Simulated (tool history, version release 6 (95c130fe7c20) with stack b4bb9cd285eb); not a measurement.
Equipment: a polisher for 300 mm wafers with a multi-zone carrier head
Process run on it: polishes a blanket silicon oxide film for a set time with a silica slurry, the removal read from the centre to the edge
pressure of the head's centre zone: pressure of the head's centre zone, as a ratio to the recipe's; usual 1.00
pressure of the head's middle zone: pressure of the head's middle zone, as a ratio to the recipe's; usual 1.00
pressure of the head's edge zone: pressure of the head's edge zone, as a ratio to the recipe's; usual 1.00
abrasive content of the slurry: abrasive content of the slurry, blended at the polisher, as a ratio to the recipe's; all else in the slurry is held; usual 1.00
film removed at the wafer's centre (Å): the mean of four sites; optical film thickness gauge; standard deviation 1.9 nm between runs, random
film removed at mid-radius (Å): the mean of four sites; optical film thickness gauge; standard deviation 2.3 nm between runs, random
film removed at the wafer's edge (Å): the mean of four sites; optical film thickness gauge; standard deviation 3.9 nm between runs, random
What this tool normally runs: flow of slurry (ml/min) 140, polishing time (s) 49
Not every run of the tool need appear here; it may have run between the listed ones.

run   hour  flow of slurry (ml/min)  pressure of the head's centre zone  pressure of the head's middle zone  pressure of the head's edge zone  abrasive content of the slurry  polishing time (s)  incoming thickness of the incoming film, nm  film removed at the wafer's centre (Å)  film removed at mid-radius (Å)  film removed at the wafer's edge (Å)
  1    0.0                      140                                1.03                                0.91                              1.00                            1.00                  41                                       1391.3                                    2558                            2365                                  2529
  2   21.6                      140                                0.92                                0.94                              1.00                            1.15                  49                                       1362.4                                    2853                            2993                                  3070
      38.8  -- edge zone pressure recalibrated
  3   42.3                      140                                1.00                                1.00                              1.00                            1.00                  49                                       1362.9                                    2973                            2937                                  2996
  4   57.7                      140                                1.00                                1.00                              1.00                            1.00                  49                                       1372.0                                    2950                            2942                                  2944
  5   76.7                      140                                0.90                                0.96                              0.91                            0.80                  49                                       1388.0                                    2526                            2713                                  2626
  6   94.9                      140                                0.92                                1.00                              1.00                            1.10                  49                                       1378.6                                    2767                            2954                                  2971
  7  126.8                      140                                1.04                                1.11                              1.00                            1.20                  60                                       1377.0                                    3780                            3870                                  3631
     163.6  -- carrier head's membrane replaced by a new one
  8  164.1                      140                                1.00                                1.00                              1.00                            1.15                  49                                       1360.9                                    2924                            2941                                  2993
  9  176.1                      140                                1.00                                1.00                              1.06                            1.00                  44                                       1389.4                                    2525                            2535                                  2591
     193.0  -- worn pad replaced by a new one
 10  205.2                      140                                1.00                                1.00                              1.00                            0.75                  49                                       1364.2                                    2886                            2829                                  2857
 11  225.9                      140                                0.92                                1.00                              1.00                            1.10                  41                                       1388.9                                    2415                            2563                                  2559
 12  259.1                      140                                1.11                                1.00                              1.00                            1.00                  49                                       1371.5                                    3239                            2963                                  3029
 13  292.3                      105                                1.00                                1.00                              1.00                            1.00                  49                                       1369.6                                    2746                            2823                                  2782
 14  312.6                      140                                1.00                                1.00                              1.04                            0.90                  49                                       1351.8                                    2886                            2861                                  3052
 15  340.5                      140                                1.00                                1.00                              1.00                            0.75                  65                                       1370.8                                    3604                            3632                                  3726
 16  373.5                      140                                1.00                                1.00                              1.00                            1.00                  49                                       1345.5                                    2879                            2910                                  2933
     377.6  -- worn pad replaced by a new one
 17  405.8                      140                                1.00                                1.00                              1.00                            1.00                  49                                       1366.6                                    3002                            3052                                  3063
 18  435.7                      140                                1.04                                0.92                              1.00                            1.00                  49                                       1374.4                                    3101                            2849                                  3050
 19  447.8                      140                                1.00                                1.00                              1.00                            1.00                  49                                       1349.0                                    2969                            2996                                  3016
     461.7  -- slurry nozzle cleaned
 20  474.6                      140                                1.08                                1.10                              0.91                            0.80                  49                                       1370.6                                    3005                            2968                                  2672
 21  491.1                      140                                1.00                                1.00                              1.00                            1.00                  49                                       1367.9                                    2911                            2933                                  2969
 22  514.9                      140                                1.00                                0.93                              1.07                            1.00                  49                                       1369.5                                    2922                            2781                                  2992

Forecast each of these 4 alternatives for the next run:
  A  515.3                      120                                1.00                                1.00                              1.00                            1.00                  49                                       1371.9                                       ?                               ?                                     ?
  B  515.3                      120                                1.00                                1.07                              0.89                            1.00                  49                                       1371.9                                       ?                               ?                                     ?
  C  515.3                      100                                1.00                                0.97                              0.94                            1.00                  49                                       1371.9                                       ?                               ?                                     ?
  D  515.3                       95                                1.00                                0.88                              0.94                            1.00                  49                                       1371.9                                       ?                               ?                                     ?

run  film removed at the wafer's centre (Å)  film removed at mid-radius (Å)  film removed at the wafer's edge (Å)
  A                                    2806                            2831                                  2974
  B                                    2807                            2944                                  2814
  C                                    2671                            2666                                  2804
  D                                    2629                            2494                                  2781
Take away the tool's hidden state, keep each run's random variation, and the runs would have read:
run  film removed at the wafer's centre (Å)  film removed at mid-radius (Å)  film removed at the wafer's edge (Å)
  A                                    2958                            2985                                  3135
  B                                    2959                            3104                                  2967
  C                                    2816                            2811                                  2957
  D                                    2772                            2629                                  2933
